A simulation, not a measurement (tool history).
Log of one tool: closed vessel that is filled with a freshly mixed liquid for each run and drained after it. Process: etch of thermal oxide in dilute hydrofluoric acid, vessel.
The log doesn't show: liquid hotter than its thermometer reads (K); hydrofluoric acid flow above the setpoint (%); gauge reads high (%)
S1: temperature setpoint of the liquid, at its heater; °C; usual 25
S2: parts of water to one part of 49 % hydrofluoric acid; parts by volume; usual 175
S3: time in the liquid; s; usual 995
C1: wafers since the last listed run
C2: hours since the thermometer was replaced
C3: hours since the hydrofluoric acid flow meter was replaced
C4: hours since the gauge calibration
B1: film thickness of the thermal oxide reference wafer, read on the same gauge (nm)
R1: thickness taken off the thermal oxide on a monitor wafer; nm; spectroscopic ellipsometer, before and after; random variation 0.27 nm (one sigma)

run,hour,S1,S2,S3,C1,C2,C3,C4,B1,R1
1,0,25,175,995,0,1012.6,208.6,66.1,130.07,27.6
2,43.9,25,175,995,3069,1056.5,252.5,110,130.03,27.51
3,112.6,25,175,995,4803,1125.2,321.2,178.7,130.02,27.79
4,144.8,25,175,735,2251,1157.4,353.4,210.9,130.02,20.49
5,212.4,25,175,995,4726,1225,421,278.5,130,27.61
6,276.5,25,175,995,4482,1289.1,485.1,342.6,129.99,28.36
7,305.6,25,175,995,2034,1318.2,514.2,371.7,130.02,27.69
8,350.6,25,175,995,3146,1363.2,559.2,416.7,130.04,28.12
9,404.7,28,175,995,3782,1417.3,613.3,470.8,130.03,31.38
10,459.7,28,175,995,3845,1472.3,668.3,525.8,130.02,31.43
11,503.6,28,175,995,3069,1516.2,712.2,569.7,130.02,31.64
12,533.6,21.5,175,995,2097,1546.2,742.2,599.7,130.01,24.65
13,558.3,21.5,175,995,1727,1570.9,766.9,624.4,129.97,24.91
14,609.7,25,175,995,3594,1622.3,818.3,675.8,130.01,28.29
15,651.2,25,175,995,2901,1663.8,859.8,717.3,130.01,28.58
16,726.5,23,260,630,5265,1739.1,935.1,792.6,130.01,10.36
# hour 760.2: thermometer replaced
17,798.4,25,175,995,4957,38.2,1007,864.5,129.93,28.38
18,869.8,22,175,780,4992,109.6,1078.4,935.9,130.02,20.26
19,918.2,25,140,560,3384,158,1126.8,984.3,130.03,21.32
20,976.3,22.5,175,995,4062,216.1,1184.9,1042.4,130.03,26.52
21,1009.8,23.5,200,1445,2342,249.6,1218.4,1075.9,129.97,33.41
22,1052.1,22,200,995,2957,291.9,1260.7,1118.2,129.99,22.37
# hour 1061.3: hydrofluoric acid flow meter replaced
23,1112.7,21.5,210,1420,4167,352.5,51.4,1178.8,129.97,30.75
24,1167.2,25,260,470,3810,407,105.9,1233.3,130.02,8.97
25,1200.2,25,175,995,2307,440,138.9,1266.3,129.97,30.23
26,1227.4,25,175,995,1901,467.2,166.1,1293.5,129.99,31.28
# hour 1262: gauge calibrated
27,1265.9,28.5,145,995,2692,505.7,204.6,3.9,129.96,44.28
28,1291.4,25,175,995,1783,531.2,230.1,29.4,130.04,30.4
29,1352.2,23,130,1335,4251,592,290.9,90.2,130.03,54.63
30,1406.8,27.5,85,550,3817,646.6,345.5,144.8,130.02,43.11
# hour 1452.3: hydrofluoric acid flow meter replaced, repeated, since the last time left the tool worse
31,1562,25,175,995,10782,801.8,109.7,300,130,27.11
32,1731.7,30,255,465,11865,971.5,279.4,469.7,130.03,9.76
33,1759.3,20.5,260,1540,1929,999.1,307,497.3,129.99,22.3

4 ways to go on from here, each from the tool as it stands after run 33. What would each give?
A,1760.2,27,175,995,62,1000,307.9,498.2,?,?
B,1760.2,29,175,995,62,1000,307.9,498.2,?,?
C,1760.2,29,175,630,62,1000,307.9,498.2,?,?
D,1760.2,21,175,1570,62,1000,307.9,498.2,?,?

run,B1,R1
A,129.96,29.98
B,129.96,32.23
C,129.96,20.4
D,129.96,37.74
Without the tool's hidden state the same runs would have given:
run,R1
A,29.22
B,31.4
C,19.88
D,36.8
